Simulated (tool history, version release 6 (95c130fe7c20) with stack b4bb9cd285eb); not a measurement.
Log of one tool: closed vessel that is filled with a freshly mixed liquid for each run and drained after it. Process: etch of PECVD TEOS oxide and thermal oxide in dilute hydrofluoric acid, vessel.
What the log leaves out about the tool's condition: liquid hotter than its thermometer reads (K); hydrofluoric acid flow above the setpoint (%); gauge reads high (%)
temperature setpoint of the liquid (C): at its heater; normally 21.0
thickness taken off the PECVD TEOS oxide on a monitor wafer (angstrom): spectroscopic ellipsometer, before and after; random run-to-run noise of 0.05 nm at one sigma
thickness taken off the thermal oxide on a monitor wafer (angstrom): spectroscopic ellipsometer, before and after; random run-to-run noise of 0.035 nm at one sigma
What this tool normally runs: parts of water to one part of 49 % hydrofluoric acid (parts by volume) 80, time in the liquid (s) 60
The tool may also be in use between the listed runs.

run	hour	temperature setpoint of the liquid (C)	parts of water to one part of 49 % hydrofluoric acid (parts by volume)	time in the liquid (s)	wafers since the last listed run	hours since the thermometer was replaced	hours since the hydrofluoric acid flow meter was replaced	hours since the gauge calibration	read-back film thickness of the PECVD TEOS oxide reference wafer, read on the same gauge (nm)	read-back film thickness of the thermal oxide reference wafer, read on the same gauge (nm)	thickness taken off the PECVD TEOS oxide on a monitor wafer (angstrom)	thickness taken off the thermal oxide on a monitor wafer (angstrom)
1	0.0	21.0	80	60	0	119.7	696.1	827.4	60.01	149.971	54.0	31.30
2	81.5	21.0	80	60	10253	201.2	777.6	908.9	60.00	150.018	54.6	31.64
3	183.0	21.0	60	60	12769	302.7	879.1	1010.4	59.99	149.966	76.7	42.89
4	258.0	21.0	60	60	9435	377.7	954.1	1085.4	60.02	149.989	76.0	42.90
5	346.4	21.0	80	60	11121	466.1	1042.5	1173.8	60.01	150.013	56.1	30.95
6	394.5	21.0	80	60	6051	514.2	1090.6	1221.9	60.03	150.001	56.1	31.83
7	467.4	21.0	80	60	9171	587.1	1163.5	1294.8	59.97	149.990	56.7	31.53
# hour 488.9: gauge calibrated
8	527.5	17.0	80	35	7561	647.2	1223.6	38.6	60.01	150.008	28.0	15.88
9	626.7	17.5	80	30	12480	746.4	1322.8	137.8	59.99	150.001	24.1	13.81
# hour 659.6: thermometer replaced
10	719.4	21.0	50	60	11536	59.8	1415.5	230.5	60.02	150.006	95.1	53.11
# hour 753.5: hydrofluoric acid flow meter replaced
11	825.6	19.5	80	80	13235	166.0	72.1	336.7	59.98	149.987	66.6	37.62
12	896.0	21.0	80	30	8857	236.4	142.5	407.1	60.02	149.995	26.5	15.05
13	936.6	21.0	105	60	5107	277.0	183.1	447.7	60.03	150.004	39.3	22.32
14	1030.5	21.0	80	60	11813	370.9	277.0	541.6	60.01	150.023	53.3	30.10
15	1134.3	17.5	120	60	13059	474.7	380.8	645.4	60.00	150.001	29.8	17.06

For each run, what was the tool's unlogged condition?
liquid hotter than its thermometer reads (K): 0 across all the runs
gauge reads high (%): 0 across all the runs
H1: hydrofluoric acid flow above the setpoint (%)
run	H1
1	3.6
2	4.01
3	4.53
4	4.91
5	5.36
6	5.6
7	5.97
8	6.27
9	6.78
10	7.25
11	0.41
12	0.767
13	0.974
14	1.45
15	1.98
